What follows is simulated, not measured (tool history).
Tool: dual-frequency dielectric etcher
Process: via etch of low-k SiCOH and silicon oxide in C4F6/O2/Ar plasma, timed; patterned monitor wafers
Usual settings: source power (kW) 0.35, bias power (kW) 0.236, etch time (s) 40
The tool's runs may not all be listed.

run    hour  source power (kW)  bias power (kW)  etch time (s)  read-back reference wafer on the same gauge, depth_nm  mean etch depth across the wafer (angstrom)
  1       0               0.35            0.236             40                                                   97.1                                          963
      194.6  -- wet clean of the chamber
  2   195.1               0.35            0.236             40                                                   97.1                                          966
  3   241.4               0.35            0.236             40                                                     97                                          962
        336  -- upper electrode replaced
  4   357.3               0.35            0.203             40                                                   97.1                                          922
  5   404.2               0.35            0.203             40                                                   97.2                                          920
  6   429.2               0.35            0.203             40                                                   97.1                                          922
  7   462.9               0.35            0.236             40                                                   97.1                                          965
  8     487               0.35            0.236             40                                                   97.1                                          962
  9     557               0.35            0.236             40                                                   97.2                                          958
 10   623.9               0.35            0.236             40                                                   97.1                                          965
 11     668               0.31            0.217           44.5                                                   97.1                                         1007
      726.2  -- wet clean of the chamber
 12   734.9               0.32            0.279             46                                                   97.1                                         1137
 13   759.8               0.28            0.236           43.5                                                   97.1                                          979
 14   789.5               0.38            0.276           43.5                                                   97.2                                         1124
      826.2  -- bias power generator calibrated
 15   832.1               0.35            0.236             40                                                   97.1                                          961
 16   863.4               0.32            0.236           30.5                                                   97.1                                          714
 17   923.5               0.37            0.236             49                                                   97.1                                         1202
 18   989.5               0.35            0.189           33.5                                                   97.1                                          755
 19  1075.2               0.28            0.261             29                                                   97.1                                          671
 20    1112               0.35            0.236           47.5                                                   97.1                                         1142
     1174.7  -- source power generator calibrated
     1180.3  -- wet clean of the chamber
 21  1180.8               0.35            0.236             40                                                   97.1                                          981
 22  1217.1               0.43             0.27           29.5                                                   97.1                                          804
     1218.5  -- gauge calibrated
 23  1287.6               0.27              0.2             37                                                   97.1                                          795
 24  1350.7               0.35            0.236             40                                                   97.2                                          978
 25  1397.6               0.35            0.236             40                                                   97.1                                          976
 26  1558.3               0.42            0.184           35.5                                                   97.1                                          853
 27  1609.2               0.35            0.236             40                                                   97.1                                          972
     1675.9  -- wet clean of the chamber
 28  1676.4               0.39            0.255           31.5                                                   97.1                                          811
 29  1725.5               0.35              0.2             49                                                   97.1                                         1136

Forecast each of these 5 alternatives for the next run:
  A  1725.9               0.35            0.236             40                                                      ?                                            ?
  B  1725.9               0.33            0.185             47                                                      ?                                            ?
  C  1725.9               0.35            0.289             35                                                      ?                                            ?
  D  1725.9               0.31            0.291             40                                                      ?                                            ?
  E  1725.9               0.35            0.295             40                                                      ?                                            ?

run  read-back reference wafer on the same gauge, depth_nm  mean etch depth across the wafer (angstrom)
  A                                                   97.2                                          973
  B                                                   97.2                                         1047
  C                                                   97.2                                          906
  D                                                   97.2                                          999
  E                                                   97.2                                         1042
Without the tool's hidden state the same runs would have given:
run  mean etch depth across the wafer (angstrom)
  A                                          979
  B                                         1053
  C                                          911
  D                                         1005
  E                                         1047

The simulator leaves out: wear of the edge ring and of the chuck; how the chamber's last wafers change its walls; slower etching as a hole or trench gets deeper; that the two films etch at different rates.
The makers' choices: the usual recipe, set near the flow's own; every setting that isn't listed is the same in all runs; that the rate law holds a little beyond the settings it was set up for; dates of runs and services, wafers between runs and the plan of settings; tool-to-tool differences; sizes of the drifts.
